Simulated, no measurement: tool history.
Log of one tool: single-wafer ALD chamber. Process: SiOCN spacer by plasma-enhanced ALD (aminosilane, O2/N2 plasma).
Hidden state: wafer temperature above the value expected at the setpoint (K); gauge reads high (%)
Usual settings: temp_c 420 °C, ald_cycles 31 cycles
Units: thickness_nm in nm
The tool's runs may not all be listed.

run   hour  temp_c  ald_cycles  wafers since the last listed run  hours since the last thermocouple change  hours since the gauge calibration  read-back reference wafer on the same gauge, thickness_nm  thickness_nm
  1    0.0     420          31                                 0                                    1264.3                               96.0                                                      1.489         1.873
  2   13.8     420          31                                63                                    1278.1                              109.8                                                      1.489         1.861
  3  109.6     420          31                               442                                    1373.9                              205.6                                                      1.484         1.857
  4  130.9     420          35                                98                                    1395.2                              226.9                                                      1.482         2.099
  5  142.9     420          35                                55                                    1407.2                              238.9                                                      1.482         2.100
  6  155.7     420          31                                59                                    1420.0                              251.7                                                      1.481         1.856
  7  175.9     420          31                                93                                    1440.2                              271.9                                                      1.481         1.857
  8  199.5     420          31                               109                                    1463.8                              295.5                                                      1.481         1.853
  9  228.1     420          31                               132                                    1492.4                              324.1                                                      1.477         1.846
 10  256.5     420          31                               131                                    1520.8                              352.5                                                      1.474         1.843
 11  272.7     429          31                                74                                    1537.0                              368.7                                                      1.473         1.785
 12  298.8     420          31                               120                                    1563.1                              394.8                                                      1.469         1.836
 13  317.5     415          27                                86                                    1581.8                              413.5                                                      1.467         1.625
 14  341.6     425          25                               111                                    1605.9                              437.6                                                      1.466         1.451
 15  355.0     420          37                                61                                    1619.3                              451.0                                                      1.464         2.188
 16  367.1     425          35                                55                                    1631.4                              463.1                                                      1.463         2.031
     386.9  -- thermocouple changed; heater temperature recalibrated
 17  387.4     408          25                                56                                       0.5                              483.4                                                      1.460         1.535
     388.5  -- gauge calibrated
 18  414.6     427          31                               125                                      27.7                               26.1                                                      1.492         1.825
 19  432.5     420          35                                82                                      45.6                               44.0                                                      1.491         2.106
 20  447.5     408          35                                69                                      60.6                               59.0                                                      1.492         2.202
 21  475.6     433          31                               129                                      88.7                               87.1                                                      1.491         1.777
 22  489.8     420          31                                65                                     102.9                              101.3                                                      1.490         1.862
 23  511.6     420          31                               100                                     124.7                              123.1                                                      1.489         1.865
 24  528.8     420          34                                79                                     141.9                              140.3                                                      1.489         2.048

4 ways to go on from here, each from the tool as it stands after run 24. What would each give?
  A  529.3     420          31                                 2                                     142.4                              140.8                                                          ?             ?
  B  529.3     405          27                                 2                                     142.4                              140.8                                                          ?             ?
  C  529.3     427          34                                 2                                     142.4                              140.8                                                          ?             ?
  D  529.3     430          27                                 2                                     142.4                              140.8                                                          ?             ?

run  read-back reference wafer on the same gauge, thickness_nm  thickness_nm
  A                                                      1.490         1.865
  B                                                      1.490         1.713
  C                                                      1.490         1.994
  D                                                      1.490         1.565
Without the tool's hidden state the same runs would have given:
run  thickness_nm
  A         1.866
  B         1.714
  C         1.994
  D         1.566

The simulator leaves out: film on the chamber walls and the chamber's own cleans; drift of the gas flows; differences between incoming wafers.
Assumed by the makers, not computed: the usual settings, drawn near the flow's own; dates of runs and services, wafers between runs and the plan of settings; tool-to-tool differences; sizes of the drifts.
